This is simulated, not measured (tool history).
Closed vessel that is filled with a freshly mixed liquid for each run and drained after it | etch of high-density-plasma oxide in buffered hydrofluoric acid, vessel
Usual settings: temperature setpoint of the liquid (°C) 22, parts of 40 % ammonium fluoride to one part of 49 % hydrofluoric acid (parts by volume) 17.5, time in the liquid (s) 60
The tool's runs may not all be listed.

run	hour	temperature setpoint of the liquid (°C)	parts of 40 % ammonium fluoride to one part of 49 % hydrofluoric acid (parts by volume)	time in the liquid (s)	read-back film thickness of the high-density-plasma oxide reference wafer, read on the same gauge (nm)	thickness taken off the high-density-plasma oxide on a monitor wafer (Å)
1	0	22	17.5	60	70.01	441.4
2	73.8	22	17.5	60	70	445.5
3	109.5	22	17.5	60	70	443.3
# hour 141.6: thermometer replaced
# hour 142.6: hydrofluoric acid flow meter replaced
4	147.6	22	17.5	60	70	399.5
5	181.1	22	17.5	60	69.99	400.7
6	212	22	16	40	70.02	294
7	241.5	22	16	40	70	294.8
8	263.3	22	17.5	60	70.01	395.8
9	288.5	22	17.5	60	70.03	402.1
10	323	22	17.5	60	70.01	402.2
11	339.5	17.5	17.5	95	70	497.7
12	354.6	24	24	30	70.02	175.9
13	384.6	19.5	17.5	60	69.99	353.6
14	406.7	19.5	24	70	69.99	317.4
# hour 421: gauge calibrated
15	424.7	26.5	17.5	60	70	516.2
16	442.7	22	17.5	60	70	404.4
17	474	22	17.5	60	70.02	406
18	509.8	18.5	17.5	60	70.02	334.5
19	544.8	22	22	70	69.99	390.5
20	564.1	17	17.5	30	70	152.5
21	612.5	22	17.5	60	70	408.2
22	708.3	19.5	23.5	60	69.97	282.9
23	742.9	20.5	20	60	70.02	337.7
24	773.5	18	24	60	70	253.9
25	788.3	17.5	17.5	60	70.02	321.1
26	816.6	20	19.5	35	70.01	197.8
27	830.5	26	24	30	69.99	198.3
28	844.3	22	17.5	60	70.02	413.1
29	872.6	22	21	60	70.01	355.6
30	919.8	22	23	95	70	522.6
31	934.7	27	13.5	35	70.03	409.9

Forecast each of these 4 alternatives for the next run:
A	935.4	23.5	17.5	60	?	?
B	935.4	24.5	20	60	?	?
C	935.4	26	17.5	60	?	?
D	935.4	23.5	20.5	35	?	?

run	read-back film thickness of the high-density-plasma oxide reference wafer, read on the same gauge (nm)	thickness taken off the high-density-plasma oxide on a monitor wafer (Å)
A	69.99	443.5
B	69.99	410.6
C	69.99	507.8
D	69.99	223
Without the tool's hidden state the same runs would have given:
run	thickness taken off the high-density-plasma oxide on a monitor wafer (Å)
A	427.8
B	396.1
C	490.1
D	215.1
